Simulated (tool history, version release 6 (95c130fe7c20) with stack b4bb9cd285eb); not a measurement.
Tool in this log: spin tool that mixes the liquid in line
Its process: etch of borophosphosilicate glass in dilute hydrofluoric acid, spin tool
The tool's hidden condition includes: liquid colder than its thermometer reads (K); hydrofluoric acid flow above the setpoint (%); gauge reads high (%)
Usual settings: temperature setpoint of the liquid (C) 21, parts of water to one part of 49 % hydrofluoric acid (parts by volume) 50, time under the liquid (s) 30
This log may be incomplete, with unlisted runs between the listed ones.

run   hour  temperature setpoint of the liquid (C)  parts of water to one part of 49 % hydrofluoric acid (parts by volume)  time under the liquid (s)  wafers since the last listed run  hours since the thermometer was replaced  hours since the hydrofluoric acid flow meter was replaced  hours since the gauge calibration  read-back film thickness of the borophosphosilicate glass reference wafer, read on the same gauge (nm)  thickness taken off the borophosphosilicate glass on a monitor wafer (Å)
  1      0                                      21                                                                      50                         30                                 0                                       883                                                      663.4                             1067.6                                                                                                     150                                                                     265.7
  2  186.5                                      21                                                                      50                         30                              1642                                    1069.5                                                      849.9                             1254.1                                                                                                  149.97                                                                     265.1
  3  223.5                                      21                                                                      50                         30                               325                                    1106.5                                                      886.9                             1291.1                                                                                                     150                                                                     271.7
  4    256                                      21                                                                      40                         30                               286                                      1139                                                      919.4                             1323.6                                                                                                  150.06                                                                     337.1
  5  287.3                                      21                                                                      40                         30                               275                                    1170.3                                                      950.7                             1354.9                                                                                                  150.01                                                                     337.6
  6  344.1                                      21                                                                      40                         30                               500                                    1227.1                                                     1007.5                             1411.7                                                                                                  149.99                                                                     336.4
  7  411.9                                      21                                                                      35                         30                               596                                    1294.9                                                     1075.3                             1479.5                                                                                                  150.03                                                                     384.3
  8  436.1                                      21                                                                      35                         30                               213                                    1319.1                                                     1099.5                             1503.7                                                                                                  149.96                                                                     389.6
  9  471.3                                      21                                                                      35                         30                               309                                    1354.3                                                     1134.7                             1538.9                                                                                                     150                                                                     388.2
     487.6  -- hydrofluoric acid flow meter replaced
     507.6  -- gauge calibrated
 10  530.1                                      21                                                                      50                         30                               508                                    1413.1                                                       42.5                               22.5                                                                                                  150.03                                                                     255.3
 11    581                                      21                                                                      50                         30                               448                                      1464                                                       93.4                               73.4                                                                                                  149.99                                                                     250.6
 12    623                                      21                                                                      50                         30                               369                                      1506                                                      135.4                              115.4                                                                                                  149.98                                                                     250.6
 13  652.8                                      21                                                                      50                         30                               262                                    1535.8                                                      165.2                              145.2                                                                                                  150.02                                                                     250.9
 14  701.4                                      21                                                                      50                         30                               427                                    1584.4                                                      213.8                              193.8                                                                                                  149.97                                                                     250.5
 15  747.6                                      21                                                                      50                         30                               406                                    1630.6                                                        260                                240                                                                                                  150.04                                                                     254.6
 16  805.4                                      19                                                                      65                         35                               508                                    1688.4                                                      317.8                              297.8                                                                                                  149.98                                                                     203.9

Estimate the outcome of run 17 from the log above:
     825.4  -- thermometer replaced
 17  868.6                                    25.5                                                                      70                         40                               547                                      43.2                                                        381                                361                                                                                                       ?                                                                         ?

read-back film thickness of the borophosphosilicate glass reference wafer, read on the same gauge (nm): 149.97
thickness taken off the borophosphosilicate glass on a monitor wafer (Å): 303.3
With the hidden condition absent and the run-to-run variation left alone, this run would have shown thickness taken off the borophosphosilicate glass on a monitor wafer (Å) 297.5.

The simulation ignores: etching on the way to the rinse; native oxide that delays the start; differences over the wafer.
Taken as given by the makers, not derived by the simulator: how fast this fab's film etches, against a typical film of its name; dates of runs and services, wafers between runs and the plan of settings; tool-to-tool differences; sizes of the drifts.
